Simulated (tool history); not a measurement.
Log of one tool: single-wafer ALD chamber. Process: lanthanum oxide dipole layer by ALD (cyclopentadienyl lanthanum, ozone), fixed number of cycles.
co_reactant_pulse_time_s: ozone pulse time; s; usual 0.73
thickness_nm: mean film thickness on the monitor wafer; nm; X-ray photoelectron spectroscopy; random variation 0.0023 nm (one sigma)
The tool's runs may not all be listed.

run,hour,co_reactant_pulse_time_s,"read-back reference wafer on the same gauge, thickness_nm",thickness_nm
1,0,0.73,0.418,0.465
2,14.2,0.85,0.419,0.495
3,40.6,0.93,0.419,0.52
4,48.8,0.93,0.419,0.513
5,58.6,0.73,0.419,0.466
# hour 73: showerhead replaced
6,73.5,0.73,0.419,0.465
# hour 73.9: gauge calibrated
7,82.1,0.73,0.419,0.463
8,96.6,0.81,0.419,0.482
9,106.8,0.73,0.419,0.458
10,121.7,0.9,0.419,0.509
# hour 139.6: thermocouple changed; heater temperature recalibrated
11,140.1,0.9,0.419,0.507
12,140.4,0.57,0.419,0.397
13,154.1,0.49,0.419,0.357
14,162.9,0.73,0.419,0.454
15,174.7,0.79,0.419,0.475
16,189.1,0.5,0.419,0.363
17,205.7,0.53,0.419,0.375
18,222.7,0.73,0.419,0.452
19,234,0.73,0.419,0.453
20,241.2,0.46,0.419,0.334
21,252.5,0.63,0.419,0.415
22,264.6,0.54,0.419,0.377
# hour 285.6: ozone generator serviced
23,286.1,0.73,0.419,0.471
24,293.6,0.47,0.419,0.36
25,301.2,0.48,0.419,0.364
26,313.1,0.62,0.419,0.432
27,322.3,0.73,0.42,0.473
28,328.8,0.73,0.419,0.472

Forecast run 29:
29,343.6,0.73,?,?

Run 29 gave read-back reference wafer on the same gauge, thickness_nm 0.419, thickness_nm 0.473 nm.
Without the tool's hidden state the same run would have given thickness_nm 0.475 nm.

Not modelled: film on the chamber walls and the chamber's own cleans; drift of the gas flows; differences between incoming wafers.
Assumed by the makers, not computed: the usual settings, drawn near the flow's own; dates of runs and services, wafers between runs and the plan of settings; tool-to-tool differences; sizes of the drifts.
